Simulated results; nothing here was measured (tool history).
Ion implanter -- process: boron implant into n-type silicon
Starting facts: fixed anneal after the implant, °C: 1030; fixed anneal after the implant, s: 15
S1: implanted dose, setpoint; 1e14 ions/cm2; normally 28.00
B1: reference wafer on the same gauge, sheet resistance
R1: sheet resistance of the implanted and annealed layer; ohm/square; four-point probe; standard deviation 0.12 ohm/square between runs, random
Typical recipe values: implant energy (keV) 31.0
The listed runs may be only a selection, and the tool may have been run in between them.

run 1 day=0.000 | S1=28.00 implant_energy_(keV)=31.0 | B1=49.10 | R1=47.94
run 2 day=0.346 | S1=22.63 implant_energy_(keV)=39.5 | B1=49.09 | R1=52.61
run 3 day=0.658 | S1=22.63 implant_energy_(keV)=39.5 | B1=49.13 | R1=52.47
run 4 day=1.142 | S1=22.63 implant_energy_(keV)=39.5 | B1=49.09 | R1=52.37
run 5 day=1.717 | S1=28.00 implant_energy_(keV)=31.0 | B1=49.11 | R1=48.12
run 6 day=2.454 | S1=28.00 implant_energy_(keV)=31.0 | B1=49.12 | R1=47.96
run 7 day=2.896 | S1=28.00 implant_energy_(keV)=31.0 | B1=49.14 | R1=48.30
run 8 day=3.362 | S1=28.00 implant_energy_(keV)=31.0 | B1=49.12 | R1=48.07
run 9 day=3.692 | S1=28.00 implant_energy_(keV)=31.0 | B1=49.09 | R1=48.28
run 10 day=4.238 | S1=28.00 implant_energy_(keV)=31.0 | B1=49.08 | R1=48.30
-- day=4.529 gauge calibrated
-- day=5.358 extraction supply calibrated
run 11 day=5.583 | S1=28.00 implant_energy_(keV)=31.0 | B1=49.12 | R1=48.20
run 12 day=6.192 | S1=28.00 implant_energy_(keV)=31.0 | B1=49.09 | R1=48.27
run 13 day=6.638 | S1=28.00 implant_energy_(keV)=31.0 | B1=49.10 | R1=48.21
run 14 day=7.117 | S1=23.76 implant_energy_(keV)=31.0 | B1=49.12 | R1=52.93
run 15 day=7.708 | S1=35.72 implant_energy_(keV)=27.5 | B1=49.07 | R1=45.37
run 16 day=8.183 | S1=21.10 implant_energy_(keV)=36.0 | B1=49.10 | R1=55.99
run 17 day=8.521 | S1=22.15 implant_energy_(keV)=36.0 | B1=49.09 | R1=53.92
run 18 day=8.804 | S1=28.00 implant_energy_(keV)=31.0 | B1=49.09 | R1=48.07
-- day=9.312 Faraday cup replaced and dose calibrated
run 19 day=9.333 | S1=28.00 implant_energy_(keV)=31.0 | B1=49.10 | R1=49.25
run 20 day=9.521 | S1=28.00 implant_energy_(keV)=31.0 | B1=49.09 | R1=49.41
run 21 day=9.800 | S1=22.18 implant_energy_(keV)=31.0 | B1=49.12 | R1=57.05
run 22 day=10.400 | S1=23.76 implant_energy_(keV)=31.0 | B1=49.09 | R1=54.47
run 23 day=10.725 | S1=28.00 implant_energy_(keV)=31.0 | B1=49.11 | R1=49.21
run 24 day=11.125 | S1=25.07 implant_energy_(keV)=31.0 | B1=49.09 | R1=52.60
run 25 day=11.567 | S1=34.98 implant_energy_(keV)=35.5 | B1=49.09 | R1=42.24
run 26 day=12.088 | S1=28.00 implant_energy_(keV)=31.0 | B1=49.09 | R1=49.08

Expected results for the next run?
run 27 day=12.579 | S1=35.95 implant_energy_(keV)=40.0 | B1=? | R1=?

B1: 49.10
R1: 40.29 ohm/square
The same run, on a tool lacking any hidden state, would have yielded R1 40.41 ohm/square.

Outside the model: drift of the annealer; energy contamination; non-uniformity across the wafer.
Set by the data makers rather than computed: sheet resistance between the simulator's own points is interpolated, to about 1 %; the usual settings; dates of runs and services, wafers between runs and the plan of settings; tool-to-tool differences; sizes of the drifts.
